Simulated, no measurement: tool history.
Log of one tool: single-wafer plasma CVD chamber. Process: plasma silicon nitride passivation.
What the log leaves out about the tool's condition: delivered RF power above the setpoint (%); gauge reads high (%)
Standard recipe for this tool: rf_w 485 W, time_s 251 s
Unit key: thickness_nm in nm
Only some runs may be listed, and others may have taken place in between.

| run | hour | rf_w | time_s | wafers since the last listed run | hours since the last RF generator calibration | hours since the showerhead was replaced | hours since the gauge calibration | read-back reference wafer on the same gauge, thickness_nm | thickness_nm |
|---|---|---|---|---|---|---|---|---|---|
| 1 | 0.0 | 485 | 251 | 0 | 1783.4 | 3501.2 | 535.4 | 305.977 | 374.400 |
| 2 | 23.4 | 485 | 276 | 133 | 1806.8 | 3524.6 | 558.8 | 305.924 | 410.756 |
| 3 | 39.8 | 485 | 276 | 93 | 1823.2 | 3541.0 | 575.2 | 305.599 | 410.385 |
| 4 | 108.0 | 485 | 211 | 389 | 1891.4 | 3609.2 | 643.4 | 305.173 | 314.591 |
| 5 | 140.9 | 485 | 251 | 188 | 1924.3 | 3642.1 | 676.3 | 304.982 | 373.676 |
| 6 | 171.5 | 515 | 251 | 174 | 1954.9 | 3672.7 | 706.9 | 304.596 | 379.725 |
| 7 | 230.5 | 515 | 251 | 337 | 2013.9 | 3731.7 | 765.9 | 304.194 | 378.522 |
| 8 | 263.6 | 485 | 215 | 189 | 2047.0 | 3764.8 | 799.0 | 304.077 | 319.310 |
|  | 303.0 | RF generator calibrated |
| 9 | 303.5 | 485 | 215 | 182 | 0.5 | 3804.7 | 838.9 | 303.735 | 318.925 |
| 10 | 313.6 | 485 | 215 | 57 | 10.6 | 3814.8 | 849.0 | 303.674 | 318.236 |
| 11 | 343.1 | 485 | 251 | 168 | 40.1 | 3844.3 | 878.5 | 303.643 | 371.724 |
| 12 | 373.8 | 485 | 251 | 175 | 70.8 | 3875.0 | 909.2 | 303.234 | 370.539 |
| 13 | 388.0 | 485 | 251 | 81 | 85.0 | 3889.2 | 923.4 | 302.931 | 370.403 |
|  | 414.7 | gauge calibrated |
| 14 | 418.3 | 530 | 276 | 173 | 115.3 | 3919.5 | 3.6 | 308.854 | 424.771 |
| 15 | 433.5 | 530 | 276 | 86 | 130.5 | 3934.7 | 18.8 | 309.011 | 424.740 |
| 16 | 469.4 | 530 | 276 | 205 | 166.4 | 3970.6 | 54.7 | 308.714 | 425.415 |
| 17 | 501.4 | 540 | 204 | 182 | 198.4 | 4002.6 | 86.7 | 308.257 | 315.835 |
|  | 533.6 | showerhead replaced |
| 18 | 534.1 | 450 | 227 | 141 | 231.1 | 0.5 | 119.4 | 308.238 | 333.687 |
| 19 | 557.8 | 485 | 299 | 135 | 254.8 | 24.2 | 143.1 | 307.922 | 449.867 |
| 20 | 576.4 | 395 | 251 | 106 | 273.4 | 42.8 | 161.7 | 307.895 | 355.213 |
| 21 | 608.0 | 515 | 265 | 180 | 305.0 | 74.4 | 193.3 | 307.632 | 404.950 |
| 22 | 634.2 | 440 | 277 | 149 | 331.2 | 100.6 | 219.5 | 307.415 | 402.702 |
| 23 | 656.3 | 575 | 210 | 126 | 353.3 | 122.7 | 241.6 | 307.178 | 329.366 |
| 24 | 689.4 | 485 | 211 | 189 | 386.4 | 155.8 | 274.7 | 307.064 | 314.195 |
| 25 | 715.1 | 545 | 278 | 146 | 412.1 | 181.5 | 300.4 | 306.877 | 429.859 |
| 26 | 814.2 | 565 | 251 | 566 | 511.2 | 280.6 | 399.5 | 306.135 | 391.738 |
| 27 | 840.3 | 560 | 279 | 149 | 537.3 | 306.7 | 425.6 | 305.939 | 432.402 |
| 28 | 863.4 | 485 | 251 | 132 | 560.4 | 329.8 | 448.7 | 305.746 | 373.030 |
| 29 | 878.8 | 485 | 251 | 88 | 575.8 | 345.2 | 464.1 | 305.481 | 373.041 |
| 30 | 914.4 | 485 | 289 | 203 | 611.4 | 380.8 | 499.7 | 305.368 | 429.253 |
| 31 | 947.3 | 540 | 214 | 188 | 644.3 | 413.7 | 532.6 | 305.086 | 328.911 |
| 32 | 970.5 | 565 | 298 | 132 | 667.5 | 436.9 | 555.8 | 304.962 | 461.617 |

What would each run have given without the hidden state, its run-to-run variation left as it was?
| run | thickness_nm |
|---|---|
| 1 | 379.413 |
| 2 | 416.489 |
| 3 | 416.277 |
| 4 | 319.630 |
| 5 | 379.962 |
| 6 | 386.397 |
| 7 | 385.720 |
| 8 | 325.641 |
| 9 | 325.562 |
| 10 | 324.938 |
| 11 | 379.822 |
| 12 | 378.892 |
| 13 | 378.884 |
| 14 | 426.135 |
| 15 | 426.257 |
| 16 | 427.299 |
| 17 | 317.475 |
| 18 | 335.680 |
| 19 | 452.809 |
| 20 | 357.694 |
| 21 | 408.086 |
| 22 | 406.073 |
| 23 | 332.299 |
| 24 | 317.242 |
| 25 | 434.295 |
| 26 | 396.720 |
| 27 | 438.174 |
| 28 | 378.220 |
| 29 | 378.370 |
| 30 | 435.757 |
| 31 | 334.158 |
| 32 | 469.242 |
